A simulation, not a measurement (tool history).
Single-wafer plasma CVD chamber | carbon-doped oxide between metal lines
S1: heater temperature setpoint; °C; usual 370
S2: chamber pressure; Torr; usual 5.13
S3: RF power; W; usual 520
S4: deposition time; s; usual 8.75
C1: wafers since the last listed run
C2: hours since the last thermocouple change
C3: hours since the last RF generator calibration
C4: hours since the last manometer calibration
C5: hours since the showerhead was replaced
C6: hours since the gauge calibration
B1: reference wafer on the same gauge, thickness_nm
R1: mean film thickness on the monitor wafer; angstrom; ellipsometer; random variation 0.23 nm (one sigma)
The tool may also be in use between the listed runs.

{"run": 1, "hour": 0.0, "S1": 370, "S2": 5.13, "S3": 520, "S4": 8.75, "C1": 0, "C2": 2041.7, "C3": 1201.9, "C4": 946.6, "C5": 2129.9, "C6": 478.3, "B1": 42.712, "R1": 466.48}
{"run": 2, "hour": 46.2, "S1": 370, "S2": 5.13, "S3": 520, "S4": 8.75, "C1": 1748, "C2": 2087.9, "C3": 1248.1, "C4": 992.8, "C5": 2176.1, "C6": 524.5, "B1": 42.772, "R1": 465.4}
{"run": 3, "hour": 118.1, "S1": 370, "S2": 5.13, "S3": 520, "S4": 8.75, "C1": 2720, "C2": 2159.8, "C3": 1320.0, "C4": 1064.7, "C5": 2248.0, "C6": 596.4, "B1": 42.689, "R1": 465.49}
{"run": 4, "hour": 187.5, "S1": 370, "S2": 5.13, "S3": 520, "S4": 8.75, "C1": 2626, "C2": 2229.2, "C3": 1389.4, "C4": 1134.1, "C5": 2317.4, "C6": 665.8, "B1": 42.666, "R1": 463.15}
{"hour": 246.3, "done": "gauge calibrated"}
{"run": 5, "hour": 255.1, "S1": 370, "S2": 5.13, "S3": 520, "S4": 8.75, "C1": 2558, "C2": 2296.8, "C3": 1457.0, "C4": 1201.7, "C5": 2385.0, "C6": 8.8, "B1": 42.69, "R1": 452.96}
{"run": 6, "hour": 317.7, "S1": 370, "S2": 5.13, "S3": 520, "S4": 8.75, "C1": 2368, "C2": 2359.4, "C3": 1519.6, "C4": 1264.3, "C5": 2447.6, "C6": 71.4, "B1": 42.666, "R1": 456.22}
{"run": 7, "hour": 378.9, "S1": 370, "S2": 5.13, "S3": 520, "S4": 8.75, "C1": 2315, "C2": 2420.6, "C3": 1580.8, "C4": 1325.5, "C5": 2508.8, "C6": 132.6, "B1": 42.75, "R1": 455.78}
{"run": 8, "hour": 421.7, "S1": 370, "S2": 5.13, "S3": 520, "S4": 8.75, "C1": 1619, "C2": 2463.4, "C3": 1623.6, "C4": 1368.3, "C5": 2551.6, "C6": 175.4, "B1": 42.671, "R1": 455.53}
{"run": 9, "hour": 476.9, "S1": 380, "S2": 5.13, "S3": 520, "S4": 8.75, "C1": 2088, "C2": 2518.6, "C3": 1678.8, "C4": 1423.5, "C5": 2606.8, "C6": 230.6, "B1": 42.637, "R1": 441.35}
{"run": 10, "hour": 522.9, "S1": 380, "S2": 5.13, "S3": 520, "S4": 8.75, "C1": 1740, "C2": 2564.6, "C3": 1724.8, "C4": 1469.5, "C5": 2652.8, "C6": 276.6, "B1": 42.63, "R1": 439.56}
{"hour": 568.1, "done": "showerhead replaced"}
{"run": 11, "hour": 617.9, "S1": 370, "S2": 5.13, "S3": 520, "S4": 9.71, "C1": 3292, "C2": 2659.6, "C3": 1819.8, "C4": 1564.5, "C5": 49.8, "C6": 371.6, "B1": 42.644, "R1": 495.47}
{"hour": 645.2, "done": "RF generator calibrated"}
{"run": 12, "hour": 654.3, "S1": 370, "S2": 5.13, "S3": 520, "S4": 8.75, "C1": 1074, "C2": 2696.0, "C3": 9.1, "C4": 1600.9, "C5": 86.2, "C6": 408.0, "B1": 42.763, "R1": 477.36}
{"run": 13, "hour": 716.5, "S1": 370, "S2": 5.13, "S3": 520, "S4": 8.75, "C1": 2353, "C2": 2758.2, "C3": 71.3, "C4": 1663.1, "C5": 148.4, "C6": 470.2, "B1": 42.591, "R1": 480.19}
{"run": 14, "hour": 753.5, "S1": 366, "S2": 4.72, "S3": 430, "S4": 8.75, "C1": 1400, "C2": 2795.2, "C3": 108.3, "C4": 1700.1, "C5": 185.4, "C6": 507.2, "B1": 42.734, "R1": 391.89}
{"run": 15, "hour": 813.9, "S1": 381, "S2": 4.32, "S3": 520, "S4": 8.75, "C1": 2285, "C2": 2855.6, "C3": 168.7, "C4": 1760.5, "C5": 245.8, "C6": 567.6, "B1": 42.666, "R1": 452.44}
{"run": 16, "hour": 840.7, "S1": 370, "S2": 5.13, "S3": 520, "S4": 8.75, "C1": 1014, "C2": 2882.4, "C3": 195.5, "C4": 1787.3, "C5": 272.6, "C6": 594.4, "B1": 42.723, "R1": 481.33}
{"run": 17, "hour": 883.7, "S1": 370, "S2": 5.8, "S3": 520, "S4": 7.44, "C1": 1627, "C2": 2925.4, "C3": 238.5, "C4": 1830.3, "C5": 315.6, "C6": 637.4, "B1": 42.634, "R1": 414.94}
{"hour": 900.7, "done": "capacitance manometer re-zeroed and calibrated"}
{"run": 18, "hour": 944.8, "S1": 370, "S2": 5.13, "S3": 520, "S4": 8.75, "C1": 2009, "C2": 2986.5, "C3": 299.6, "C4": 44.1, "C5": 376.7, "C6": 698.5, "B1": 42.738, "R1": 477.77}
{"hour": 998.2, "done": "thermocouple changed; heater temperature recalibrated"}
{"run": 19, "hour": 998.7, "S1": 370, "S2": 5.13, "S3": 520, "S4": 8.75, "C1": 1736, "C2": 0.5, "C3": 353.5, "C4": 98.0, "C5": 430.6, "C6": 752.4, "B1": 42.683, "R1": 480.93}
{"hour": 1026.1, "done": "gauge calibrated"}
{"run": 20, "hour": 1064.9, "S1": 370, "S2": 4.22, "S3": 610, "S4": 10.2, "C1": 2505, "C2": 66.7, "C3": 419.7, "C4": 164.2, "C5": 496.8, "C6": 38.8, "B1": 42.714, "R1": 614.36}
{"run": 21, "hour": 1128.4, "S1": 362, "S2": 6.35, "S3": 520, "S4": 8.75, "C1": 2402, "C2": 130.2, "C3": 483.2, "C4": 227.7, "C5": 560.3, "C6": 102.3, "B1": 42.804, "R1": 499.83}
{"run": 22, "hour": 1161.4, "S1": 370, "S2": 5.13, "S3": 520, "S4": 8.75, "C1": 1248, "C2": 163.2, "C3": 516.2, "C4": 260.7, "C5": 593.3, "C6": 135.3, "B1": 42.75, "R1": 476.51}
{"run": 23, "hour": 1204.3, "S1": 379, "S2": 6.04, "S3": 520, "S4": 8.75, "C1": 1623, "C2": 206.1, "C3": 559.1, "C4": 303.6, "C5": 636.2, "C6": 178.2, "B1": 42.625, "R1": 480.35}
{"run": 24, "hour": 1244.7, "S1": 370, "S2": 5.13, "S3": 470, "S4": 8.75, "C1": 1528, "C2": 246.5, "C3": 599.5, "C4": 344.0, "C5": 676.6, "C6": 218.6, "B1": 42.703, "R1": 432.61}
{"run": 25, "hour": 1285.2, "S1": 362, "S2": 6.35, "S3": 520, "S4": 8.75, "C1": 1532, "C2": 287.0, "C3": 640.0, "C4": 384.5, "C5": 717.1, "C6": 259.1, "B1": 42.656, "R1": 499.55}
{"run": 26, "hour": 1314.6, "S1": 363, "S2": 5.8, "S3": 520, "S4": 8.75, "C1": 1112, "C2": 316.4, "C3": 669.4, "C4": 413.9, "C5": 746.5, "C6": 288.5, "B1": 42.674, "R1": 496.57}

Forecast each of these 5 alternatives for the next run:
{"run": "A", "hour": 1315.0, "S1": 370, "S2": 5.13, "S3": 520, "S4": 8.75, "C1": 15, "C2": 316.8, "C3": 669.8, "C4": 414.3, "C5": 746.9, "C6": 288.9, "B1": "?", "R1": "?"}
{"run": "B", "hour": 1315.0, "S1": 365, "S2": 5.13, "S3": 520, "S4": 10.04, "C1": 15, "C2": 316.8, "C3": 669.8, "C4": 414.3, "C5": 746.9, "C6": 288.9, "B1": "?", "R1": "?"}
{"run": "C", "hour": 1315.0, "S1": 370, "S2": 5.74, "S3": 565, "S4": 8.75, "C1": 15, "C2": 316.8, "C3": 669.8, "C4": 414.3, "C5": 746.9, "C6": 288.9, "B1": "?", "R1": "?"}
{"run": "D", "hour": 1315.0, "S1": 357, "S2": 5.13, "S3": 520, "S4": 8.75, "C1": 15, "C2": 316.8, "C3": 669.8, "C4": 414.3, "C5": 746.9, "C6": 288.9, "B1": "?", "R1": "?"}
{"run": "E", "hour": 1315.0, "S1": 370, "S2": 5.61, "S3": 600, "S4": 7.88, "C1": 15, "C2": 316.8, "C3": 669.8, "C4": 414.3, "C5": 746.9, "C6": 288.9, "B1": "?", "R1": "?"}

run=A B1=42.711 R1=474.72
run=B B1=42.711 R1=551.10
run=C B1=42.711 R1=518.91
run=D B1=42.711 R1=492.71
run=E B1=42.711 R1=490.14
Without the tool's hidden state the same runs would have given:
run=A R1=481.00
run=B R1=558.39
run=C R1=525.59
run=D R1=499.23
run=E R1=496.45
